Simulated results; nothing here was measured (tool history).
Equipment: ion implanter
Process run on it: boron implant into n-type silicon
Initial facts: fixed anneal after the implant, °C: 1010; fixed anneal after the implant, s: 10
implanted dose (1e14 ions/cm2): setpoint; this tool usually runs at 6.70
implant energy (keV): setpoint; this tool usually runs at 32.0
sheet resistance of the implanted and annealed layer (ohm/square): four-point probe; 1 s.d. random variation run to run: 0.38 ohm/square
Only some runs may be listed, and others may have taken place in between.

| run | hour | implanted dose (1e14 ions/cm2) | implant energy (keV) | read-back reference wafer on the same gauge, sheet resistance | sheet resistance of the implanted and annealed layer (ohm/square) |
|---|---|---|---|---|---|
| 1 | 0.0 | 6.16 | 23.5 | 147.92 | 170.10 |
| 2 | 24.8 | 6.16 | 23.5 | 148.01 | 169.89 |
| 3 | 81.8 | 6.16 | 23.5 | 147.91 | 169.40 |
| 4 | 113.5 | 6.70 | 40.5 | 147.98 | 150.46 |
| 5 | 176.6 | 6.70 | 32.0 | 148.03 | 153.24 |
| 6 | 234.7 | 6.70 | 32.0 | 148.14 | 153.47 |
| 7 | 396.7 | 6.70 | 32.0 | 147.99 | 153.35 |
| 8 | 433.1 | 6.70 | 32.0 | 148.03 | 153.08 |
| 9 | 489.5 | 6.70 | 32.0 | 148.03 | 153.08 |
| 10 | 523.9 | 6.70 | 26.0 | 148.12 | 155.40 |
|  | 568.2 | gauge calibrated |
| 11 | 569.4 | 6.70 | 32.0 | 147.83 | 152.96 |
| 12 | 609.1 | 6.70 | 32.0 | 148.00 | 153.36 |
| 13 | 664.5 | 8.22 | 32.0 | 148.01 | 128.41 |
| 14 | 700.4 | 6.70 | 32.0 | 148.01 | 152.99 |
| 15 | 765.6 | 6.70 | 32.0 | 147.87 | 153.02 |
| 16 | 793.6 | 6.19 | 21.0 | 147.86 | 169.62 |
| 17 | 848.8 | 6.70 | 32.0 | 148.05 | 152.89 |
|  | 886.4 | extraction supply calibrated |
| 18 | 911.4 | 6.70 | 32.0 | 148.05 | 152.78 |
| 19 | 950.5 | 8.57 | 39.0 | 148.02 | 123.61 |
| 20 | 996.0 | 5.56 | 32.0 | 148.04 | 177.93 |
| 21 | 1029.7 | 7.25 | 40.0 | 147.87 | 140.76 |
| 22 | 1089.5 | 7.98 | 23.5 | 148.04 | 135.77 |
| 23 | 1143.7 | 6.13 | 22.0 | 148.20 | 169.92 |
| 24 | 1176.1 | 6.70 | 32.0 | 148.08 | 152.53 |
|  | 1243.6 | Faraday cup replaced and dose calibrated |
| 25 | 1244.1 | 6.70 | 42.5 | 148.03 | 152.37 |
| 26 | 1272.8 | 7.60 | 27.5 | 147.98 | 142.35 |
| 27 | 1307.2 | 7.71 | 27.0 | 148.06 | 140.45 |
| 28 | 1351.7 | 8.09 | 41.5 | 148.05 | 130.62 |
| 29 | 1398.2 | 5.41 | 32.0 | 147.93 | 185.06 |
| 30 | 1445.1 | 6.70 | 32.0 | 147.92 | 155.44 |
| 31 | 1480.4 | 8.11 | 23.0 | 148.15 | 135.69 |
| 32 | 1519.4 | 8.20 | 25.0 | 148.02 | 133.19 |
| 33 | 1577.6 | 6.70 | 32.0 | 148.05 | 154.35 |
| 34 | 1609.0 | 8.13 | 23.0 | 148.08 | 135.32 |
| 35 | 1642.9 | 6.11 | 35.0 | 148.13 | 165.51 |
| 36 | 1827.1 | 7.95 | 32.0 | 147.97 | 133.32 |

Forecast each of these 5 alternatives for the next run:
| A | 1827.5 | 6.70 | 41.5 | ? | ? |
| B | 1827.5 | 5.78 | 32.0 | ? | ? |
| C | 1827.5 | 5.53 | 32.0 | ? | ? |
| D | 1827.5 | 8.63 | 39.5 | ? | ? |
| E | 1827.5 | 5.69 | 39.5 | ? | ? |

| run | read-back reference wafer on the same gauge, sheet resistance | sheet resistance of the implanted and annealed layer (ohm/square) |
|---|---|---|
| A | 147.97 | 150.68 |
| B | 147.97 | 173.92 |
| C | 147.97 | 180.37 |
| D | 147.97 | 123.10 |
| E | 147.97 | 172.76 |
Stripped of hidden state, with their random variation kept, the same runs would have yielded:
| run | sheet resistance of the implanted and annealed layer (ohm/square) |
|---|---|
| A | 153.22 |
| B | 176.90 |
| C | 183.46 |
| D | 125.17 |
| E | 175.68 |
